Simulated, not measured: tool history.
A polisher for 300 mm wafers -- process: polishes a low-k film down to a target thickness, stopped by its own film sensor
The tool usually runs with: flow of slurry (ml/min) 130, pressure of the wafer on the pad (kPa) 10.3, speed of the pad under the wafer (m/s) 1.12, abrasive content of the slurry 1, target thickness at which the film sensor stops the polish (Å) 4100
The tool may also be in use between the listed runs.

| run | day | flow of slurry (ml/min) | pressure of the wafer on the pad (kPa) | speed of the pad under the wafer (m/s) | abrasive content of the slurry | target thickness at which the film sensor stops the polish (Å) | wafers since the last listed run | wafers polished on this pad | hours since the slurry nozzle was cleaned | hours since the head pressure was calibrated | hours since the slurry blender was calibrated | hours since the conditioning disc was replaced | incoming thickness of the incoming film, nm | time until the film sensor stopped the polish (s) |
|---|---|---|---|---|---|---|---|---|---|---|---|---|---|---|
| 1 | 0 | 130 | 10.3 | 1.12 | 1.25 | 4100 | 0 | 2153 | 201.7 | 488 | 128.5 | 70.2 | 440 | 90.2 |
|  | 3.1 | worn pad replaced by a new one |
| 2 | 4.088 | 130 | 10.3 | 1.12 | 1.25 | 4100 | 695 | 175 | 299.8 | 586.1 | 226.6 | 168.3 | 447.6 | 114.8 |
| 3 | 5.771 | 105 | 10.3 | 1.12 | 1 | 4000 | 298 | 473 | 340.2 | 626.5 | 267 | 208.7 | 452.7 | 187.6 |
| 4 | 8.042 | 130 | 13.1 | 1.12 | 1 | 4100 | 402 | 876 | 394.7 | 681 | 321.5 | 263.2 | 449.6 | 109.8 |
|  | 9.712 | head pressure recalibrated |
| 5 | 10.221 | 130 | 13.1 | 1.12 | 1 | 4100 | 371 | 1248 | 447 | 12.2 | 373.8 | 315.5 | 445.5 | 99.9 |
|  | 12.688 | conditioning disc replaced and pad reconditioned |
| 6 | 13.5 | 130 | 13.1 | 1.12 | 1 | 4100 | 566 | 1814 | 525.7 | 90.9 | 452.5 | 19.5 | 457.4 | 148.4 |
|  | 13.854 | slurry blender recalibrated |
|  | 14.721 | slurry nozzle cleaned |
| 7 | 16.946 | 130 | 10.3 | 1.12 | 1 | 4100 | 588 | 2403 | 53.4 | 173.6 | 74.2 | 102.2 | 451.1 | 158.8 |
|  | 18.05 | worn pad replaced by a new one |
| 8 | 21.158 | 130 | 10.3 | 1.12 | 1 | 4100 | 717 | 551 | 154.5 | 274.7 | 175.3 | 203.3 | 450.3 | 156.2 |
| 9 | 25.217 | 130 | 10.3 | 1.12 | 1 | 4100 | 719 | 1270 | 251.9 | 372.1 | 272.7 | 300.7 | 448.9 | 154.2 |
|  | 28.079 | conditioning disc replaced and pad reconditioned, repeated, since the last time left the tool worse |
| 10 | 28.708 | 130 | 10.3 | 1.12 | 1.1 | 4100 | 604 | 1875 | 335.7 | 455.9 | 356.5 | 15.1 | 453.6 | 136.8 |
| 11 | 30.558 | 170 | 11.7 | 0.88 | 1 | 4100 | 328 | 2203 | 380.1 | 500.3 | 400.9 | 59.5 | 444.7 | 120.3 |
| 12 | 33.85 | 130 | 10.3 | 1.12 | 0.9 | 4140 | 583 | 2786 | 459.1 | 579.3 | 479.9 | 138.5 | 449.9 | 127.3 |
| 13 | 35.692 | 130 | 13.8 | 1.12 | 1.2 | 4010 | 326 | 3113 | 503.3 | 623.5 | 524.1 | 182.7 | 452.6 | 123.6 |
|  | 36.658 | slurry blender recalibrated |
|  | 37.075 | worn pad replaced by a new one |
| 14 | 37.792 | 130 | 10.3 | 1.12 | 1 | 4100 | 328 | 127 | 553.7 | 673.9 | 27.2 | 233.1 | 447.8 | 127.2 |
|  | 38.692 | slurry nozzle cleaned |
|  | 39.942 | head pressure recalibrated |
| 15 | 41.646 | 110 | 10.3 | 1.32 | 0.75 | 3980 | 661 | 788 | 70.9 | 40.9 | 119.7 | 325.6 | 445.8 | 170.7 |
|  | 45.538 | conditioning disc replaced and pad reconditioned |
| 16 | 45.558 | 155 | 10.3 | 1.28 | 0.7 | 4200 | 678 | 1467 | 164.8 | 134.8 | 213.6 | 0.5 | 444.7 | 81.7 |
| 17 | 48.588 | 130 | 10.3 | 1.12 | 1 | 4100 | 537 | 2004 | 237.5 | 207.5 | 286.3 | 73.2 | 449 | 131.5 |
| 18 | 51.038 | 130 | 10.3 | 1.12 | 1 | 4100 | 434 | 2438 | 296.3 | 266.3 | 345.1 | 132 | 444.9 | 116.7 |

Run 19 has not been measured yet. What should we expect?
|  | 53.567 | worn pad replaced by a new one |
| 19 | 54.162 | 130 | 10.3 | 1.12 | 1 | 4100 | 524 | 105 | 371.3 | 341.3 | 420.1 | 207 | 450 | ? |

time until the film sensor stopped the polish (s): 135.7
With no hidden state in the tool, this same run would have given time until the film sensor stopped the polish (s) 131.6.
